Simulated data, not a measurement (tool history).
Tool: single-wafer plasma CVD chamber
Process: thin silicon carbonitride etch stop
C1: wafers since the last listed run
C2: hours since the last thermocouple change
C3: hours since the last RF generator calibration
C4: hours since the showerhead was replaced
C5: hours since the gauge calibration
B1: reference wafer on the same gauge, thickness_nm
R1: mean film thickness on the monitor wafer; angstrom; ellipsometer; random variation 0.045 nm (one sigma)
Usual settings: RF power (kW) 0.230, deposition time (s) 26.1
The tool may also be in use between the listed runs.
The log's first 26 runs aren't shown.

{"run": 27, "day": 52.942, "RF power (kW)": 0.23, "deposition time (s)": 26.1, "C1": 882, "C2": 503.0, "C3": 458.6, "C4": 293.3, "C5": 258.0, "B1": 16.903, "R1": 148.83}
{"run": 28, "day": 54.2, "RF power (kW)": 0.255, "deposition time (s)": 23.1, "C1": 495, "C2": 533.2, "C3": 488.8, "C4": 323.5, "C5": 288.2, "B1": 16.896, "R1": 134.83}
{"run": 29, "day": 57.054, "RF power (kW)": 0.26, "deposition time (s)": 24.0, "C1": 1124, "C2": 601.7, "C3": 557.3, "C4": 392.0, "C5": 356.7, "B1": 16.908, "R1": 141.68}
{"run": 30, "day": 58.746, "RF power (kW)": 0.265, "deposition time (s)": 26.1, "C1": 666, "C2": 642.3, "C3": 597.9, "C4": 432.6, "C5": 397.3, "B1": 16.891, "R1": 153.86}
{"run": 31, "day": 60.421, "RF power (kW)": 0.23, "deposition time (s)": 26.1, "C1": 659, "C2": 682.5, "C3": 638.1, "C4": 472.8, "C5": 437.5, "B1": 16.893, "R1": 149.96}
{"run": 32, "day": 61.762, "RF power (kW)": 0.265, "deposition time (s)": 27.6, "C1": 528, "C2": 714.7, "C3": 670.3, "C4": 505.0, "C5": 469.7, "B1": 16.905, "R1": 162.42}
{"run": 33, "day": 63.679, "RF power (kW)": 0.23, "deposition time (s)": 26.1, "C1": 754, "C2": 760.7, "C3": 716.3, "C4": 551.0, "C5": 515.7, "B1": 16.91, "R1": 149.81}
{"run": 34, "day": 66.033, "RF power (kW)": 0.245, "deposition time (s)": 23.7, "C1": 927, "C2": 817.2, "C3": 772.8, "C4": 607.5, "C5": 572.2, "B1": 16.895, "R1": 137.04}
{"run": 35, "day": 68.796, "RF power (kW)": 0.23, "deposition time (s)": 26.1, "C1": 1087, "C2": 883.5, "C3": 839.1, "C4": 673.8, "C5": 638.5, "B1": 16.898, "R1": 149.76}
{"run": 36, "day": 69.825, "RF power (kW)": 0.195, "deposition time (s)": 27.9, "C1": 405, "C2": 908.2, "C3": 863.8, "C4": 698.5, "C5": 663.2, "B1": 16.9, "R1": 153.52}

Forecast each of these 3 alternatives for the next run:
{"run": "A", "day": 69.842, "RF power (kW)": 0.23, "deposition time (s)": 26.1, "C1": 6, "C2": 908.6, "C3": 864.2, "C4": 698.9, "C5": 663.6, "B1": "?", "R1": "?"}
{"run": "B", "day": 69.842, "RF power (kW)": 0.275, "deposition time (s)": 26.1, "C1": 6, "C2": 908.6, "C3": 864.2, "C4": 698.9, "C5": 663.6, "B1": "?", "R1": "?"}
{"run": "C", "day": 69.842, "RF power (kW)": 0.23, "deposition time (s)": 22.5, "C1": 6, "C2": 908.6, "C3": 864.2, "C4": 698.9, "C5": 663.6, "B1": "?", "R1": "?"}

run=A B1=16.898 R1=149.06
run=B B1=16.898 R1=155.42
run=C B1=16.898 R1=128.50
Without the tool's hidden state the same runs would have given:
run=A R1=150.59
run=B R1=157.01
run=C R1=129.82

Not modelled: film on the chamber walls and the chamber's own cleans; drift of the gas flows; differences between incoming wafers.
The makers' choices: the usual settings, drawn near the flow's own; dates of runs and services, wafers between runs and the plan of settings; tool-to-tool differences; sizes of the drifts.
